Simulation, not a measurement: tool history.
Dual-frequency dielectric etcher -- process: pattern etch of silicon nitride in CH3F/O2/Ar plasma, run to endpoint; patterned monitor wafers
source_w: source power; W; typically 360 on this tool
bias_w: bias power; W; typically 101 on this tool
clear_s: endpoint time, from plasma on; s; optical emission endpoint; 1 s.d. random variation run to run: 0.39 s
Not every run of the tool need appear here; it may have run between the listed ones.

| run | hour | source_w | bias_w | wafers since the last listed run | hours since the last wet clean | hours since the last source power generator calibration | hours since the last bias power generator calibration | hours since the last upper electrode change | incoming incoming film thickness, nm | clear_s |
|---|---|---|---|---|---|---|---|---|---|---|
| 1 | 0 | 360 | 87 | 0 | 315.6 | 1990 | 1301.3 | 3638.6 | 41.69 | 63.7 |
| 2 | 69.8 | 360 | 101 | 611 | 385.4 | 2059.8 | 1371.1 | 3708.4 | 41.49 | 57.7 |
| 3 | 122.6 | 360 | 101 | 462 | 438.2 | 2112.6 | 1423.9 | 3761.2 | 41.63 | 59.4 |
| 4 | 146.8 | 360 | 101 | 212 | 462.4 | 2136.8 | 1448.1 | 3785.4 | 41.22 | 58.2 |
| 5 | 197.8 | 360 | 101 | 447 | 513.4 | 2187.8 | 1499.1 | 3836.4 | 41.27 | 59 |
| 6 | 241.2 | 360 | 115 | 380 | 556.8 | 2231.2 | 1542.5 | 3879.8 | 41.41 | 54.9 |
| 7 | 270.3 | 360 | 115 | 255 | 585.9 | 2260.3 | 1571.6 | 3908.9 | 41.25 | 54.5 |
|  | 295 | wet clean of the chamber |
|  | 315.8 | source power generator calibrated |
| 8 | 324.7 | 380 | 113 | 231 | 29.7 | 8.9 | 1626 | 3963.3 | 41.21 | 50.7 |
| 9 | 383.2 | 380 | 113 | 512 | 88.2 | 67.4 | 1684.5 | 4021.8 | 41.44 | 51.3 |
| 10 | 414.3 | 310 | 101 | 272 | 119.3 | 98.5 | 1715.6 | 4052.9 | 41.73 | 58.9 |
| 11 | 483.8 | 380 | 101 | 609 | 188.8 | 168 | 1785.1 | 4122.4 | 41.02 | 55.3 |
| 12 | 512 | 360 | 101 | 247 | 217 | 196.2 | 1813.3 | 4150.6 | 41.58 | 56.8 |
| 13 | 536.8 | 380 | 113 | 217 | 241.8 | 221 | 1838.1 | 4175.4 | 41.05 | 52.3 |
|  | 576.1 | upper electrode replaced |
| 14 | 576.6 | 290 | 113 | 138 | 281.6 | 260.8 | 1877.9 | 0.5 | 41.72 | 56.3 |
| 15 | 612.2 | 360 | 93 | 312 | 317.2 | 296.4 | 1913.5 | 36.1 | 41.84 | 59.9 |
| 16 | 637.6 | 360 | 101 | 222 | 342.6 | 321.8 | 1938.9 | 61.5 | 41.53 | 57.2 |
| 17 | 706.5 | 360 | 101 | 604 | 411.5 | 390.7 | 2007.8 | 130.4 | 40.89 | 56.9 |
| 18 | 751.6 | 320 | 125 | 395 | 456.6 | 435.8 | 2052.9 | 175.5 | 41.31 | 53.1 |
| 19 | 801 | 360 | 87 | 433 | 506 | 485.2 | 2102.3 | 224.9 | 41.02 | 62.6 |
| 20 | 847.2 | 320 | 94 | 405 | 552.2 | 531.4 | 2148.5 | 271.1 | 41.87 | 63.5 |
| 21 | 886.9 | 360 | 101 | 348 | 591.9 | 571.1 | 2188.2 | 310.8 | 41.15 | 58.1 |
|  | 935.3 | wet clean of the chamber |
| 22 | 950 | 360 | 101 | 342 | 14.7 | 634.2 | 2251.3 | 373.9 | 41.46 | 56 |
| 23 | 1008.8 | 450 | 115 | 515 | 73.5 | 693 | 2310.1 | 432.7 | 41.7 | 49.4 |
| 24 | 1064.3 | 430 | 90 | 486 | 129 | 748.5 | 2365.6 | 488.2 | 41.95 | 57.9 |
| 25 | 1091.5 | 280 | 101 | 238 | 156.2 | 775.7 | 2392.8 | 515.4 | 41.52 | 60.7 |
|  | 1149.2 | bias power generator calibrated |
| 26 | 1158.1 | 360 | 101 | 548 | 222.8 | 842.3 | 8.9 | 582 | 41.64 | 57.7 |
| 27 | 1208 | 300 | 112 | 437 | 272.7 | 892.2 | 58.8 | 631.9 | 41.41 | 57.1 |
| 28 | 1250.2 | 360 | 101 | 369 | 314.9 | 934.4 | 101 | 674.1 | 41.37 | 57.2 |
| 29 | 1314.7 | 280 | 113 | 565 | 379.4 | 998.9 | 165.5 | 738.6 | 41.37 | 58.4 |
| 30 | 1384 | 300 | 114 | 607 | 448.7 | 1068.2 | 234.8 | 807.9 | 41.59 | 58 |
| 31 | 1442 | 420 | 101 | 508 | 506.7 | 1126.2 | 292.8 | 865.9 | 41.42 | 56 |
| 32 | 1496.5 | 280 | 101 | 477 | 561.2 | 1180.7 | 347.3 | 920.4 | 41.28 | 62.1 |
|  | 1557.6 | wet clean of the chamber |
| 33 | 1567.5 | 300 | 123 | 412 | 9.9 | 1251.7 | 418.3 | 991.4 | 41.3 | 52.7 |
| 34 | 1601.2 | 360 | 80 | 295 | 43.6 | 1285.4 | 452 | 1025.1 | 41.19 | 65.2 |
| 35 | 1645.2 | 390 | 81 | 385 | 87.6 | 1329.4 | 496 | 1069.1 | 41.46 | 62.6 |

Exercise: give the hidden state of the tool at every run:
source power that arrives over what is set, %: 0 at every run
bias power that arrives over what is set, %: 0 at every run
H1: etch rate over this chamber's usual, %
| run | H1 |
|---|---|
| 1 | -3.43 |
| 2 | -4.05 |
| 3 | -4.52 |
| 4 | -4.73 |
| 5 | -5.18 |
| 6 | -5.56 |
| 7 | -5.82 |
| 8 | -0.29 |
| 9 | -0.806 |
| 10 | -1.08 |
| 11 | -1.69 |
| 12 | -1.94 |
| 13 | -2.16 |
| 14 | -2.51 |
| 15 | -2.83 |
| 16 | -3.05 |
| 17 | -3.66 |
| 18 | -4.06 |
| 19 | -4.49 |
| 20 | -4.9 |
| 21 | -5.25 |
| 22 | -1.13 |
| 23 | -1.65 |
| 24 | -2.13 |
| 25 | -2.37 |
| 26 | -2.96 |
| 27 | -3.4 |
| 28 | -3.77 |
| 29 | -4.34 |
| 30 | -4.96 |
| 31 | -5.47 |
| 32 | -5.95 |
| 33 | -0.717 |
| 34 | -1.01 |
| 35 | -1.4 |
